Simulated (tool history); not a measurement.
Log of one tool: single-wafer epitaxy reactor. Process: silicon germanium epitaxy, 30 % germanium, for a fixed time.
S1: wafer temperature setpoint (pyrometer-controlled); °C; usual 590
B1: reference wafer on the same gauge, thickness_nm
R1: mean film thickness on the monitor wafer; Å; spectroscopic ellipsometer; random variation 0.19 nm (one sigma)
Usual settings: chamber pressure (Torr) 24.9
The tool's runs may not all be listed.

{"run": 1, "hour": 0.0, "S1": 590, "chamber pressure (Torr)": 24.9, "B1": 58.517, "R1": 537.07}
{"run": 2, "hour": 31.9, "S1": 590, "chamber pressure (Torr)": 24.9, "B1": 58.626, "R1": 537.72}
{"run": 3, "hour": 99.0, "S1": 590, "chamber pressure (Torr)": 24.9, "B1": 58.665, "R1": 533.56}
{"run": 4, "hour": 131.9, "S1": 590, "chamber pressure (Torr)": 24.9, "B1": 58.573, "R1": 534.0}
{"run": 5, "hour": 170.7, "S1": 590, "chamber pressure (Torr)": 24.9, "B1": 58.656, "R1": 532.99}
{"run": 6, "hour": 201.2, "S1": 579, "chamber pressure (Torr)": 24.9, "B1": 58.653, "R1": 446.14}
{"run": 7, "hour": 252.8, "S1": 579, "chamber pressure (Torr)": 24.9, "B1": 58.589, "R1": 445.33}
{"run": 8, "hour": 323.7, "S1": 579, "chamber pressure (Torr)": 24.9, "B1": 58.597, "R1": 444.53}
{"run": 9, "hour": 387.3, "S1": 590, "chamber pressure (Torr)": 24.9, "B1": 58.577, "R1": 529.76}
{"run": 10, "hour": 445.0, "S1": 590, "chamber pressure (Torr)": 29.2, "B1": 58.605, "R1": 578.11}
{"run": 11, "hour": 479.4, "S1": 590, "chamber pressure (Torr)": 29.2, "B1": 58.7, "R1": 573.09}
{"hour": 502.0, "done": "gauge calibrated"}
{"hour": 526.7, "done": "capacitance manometer re-zeroed and calibrated"}
{"run": 12, "hour": 539.6, "S1": 590, "chamber pressure (Torr)": 26.6, "B1": 58.612, "R1": 542.48}
{"run": 13, "hour": 607.0, "S1": 590, "chamber pressure (Torr)": 24.9, "B1": 58.599, "R1": 526.86}
{"run": 14, "hour": 639.3, "S1": 577, "chamber pressure (Torr)": 24.9, "B1": 58.545, "R1": 422.11}
{"run": 15, "hour": 675.0, "S1": 590, "chamber pressure (Torr)": 24.9, "B1": 58.637, "R1": 522.07}
{"run": 16, "hour": 736.3, "S1": 590, "chamber pressure (Torr)": 24.9, "B1": 58.565, "R1": 521.74}
{"run": 17, "hour": 788.1, "S1": 590, "chamber pressure (Torr)": 24.9, "B1": 58.558, "R1": 520.78}
{"hour": 821.3, "done": "pyrometer calibrated"}
{"run": 18, "hour": 846.3, "S1": 605, "chamber pressure (Torr)": 23.2, "B1": 58.588, "R1": 618.9}
{"hour": 877.6, "done": "showerhead replaced"}
{"run": 19, "hour": 903.9, "S1": 590, "chamber pressure (Torr)": 24.9, "B1": 58.571, "R1": 504.03}
{"run": 20, "hour": 974.7, "S1": 583, "chamber pressure (Torr)": 29.9, "B1": 58.618, "R1": 495.28}
{"run": 21, "hour": 1006.6, "S1": 580, "chamber pressure (Torr)": 24.9, "B1": 58.636, "R1": 427.27}
{"run": 22, "hour": 1045.3, "S1": 585, "chamber pressure (Torr)": 24.9, "B1": 58.572, "R1": 465.26}
{"run": 23, "hour": 1088.7, "S1": 590, "chamber pressure (Torr)": 19.7, "B1": 58.561, "R1": 438.98}
{"hour": 1121.6, "done": "pyrometer calibrated, repeated, since the last time left the tool worse"}
{"run": 24, "hour": 1136.7, "S1": 590, "chamber pressure (Torr)": 24.9, "B1": 58.59, "R1": 545.91}
{"hour": 1213.4, "done": "gauge calibrated"}
{"run": 25, "hour": 1254.3, "S1": 590, "chamber pressure (Torr)": 28.3, "B1": 58.542, "R1": 585.86}
{"run": 26, "hour": 1281.2, "S1": 599, "chamber pressure (Torr)": 26.9, "B1": 58.545, "R1": 656.59}

4 ways to go on from here, each from the tool as it stands after run 26. What would each give?
{"run": "A", "hour": 1281.6, "S1": 590, "chamber pressure (Torr)": 23.0, "B1": "?", "R1": "?"}
{"run": "B", "hour": 1281.6, "S1": 585, "chamber pressure (Torr)": 27.7, "B1": "?", "R1": "?"}
{"run": "C", "hour": 1281.6, "S1": 580, "chamber pressure (Torr)": 20.4, "B1": "?", "R1": "?"}
{"run": "D", "hour": 1281.6, "S1": 583, "chamber pressure (Torr)": 20.5, "B1": "?", "R1": "?"}

run=A B1=58.584 R1=524.31
run=B B1=58.584 R1=534.90
run=C B1=58.584 R1=413.81
run=D B1=58.584 R1=436.39
Without the tool's hidden state the same runs would have given:
run=A R1=521.70
run=B R1=532.21
run=C R1=411.71
run=D R1=434.19
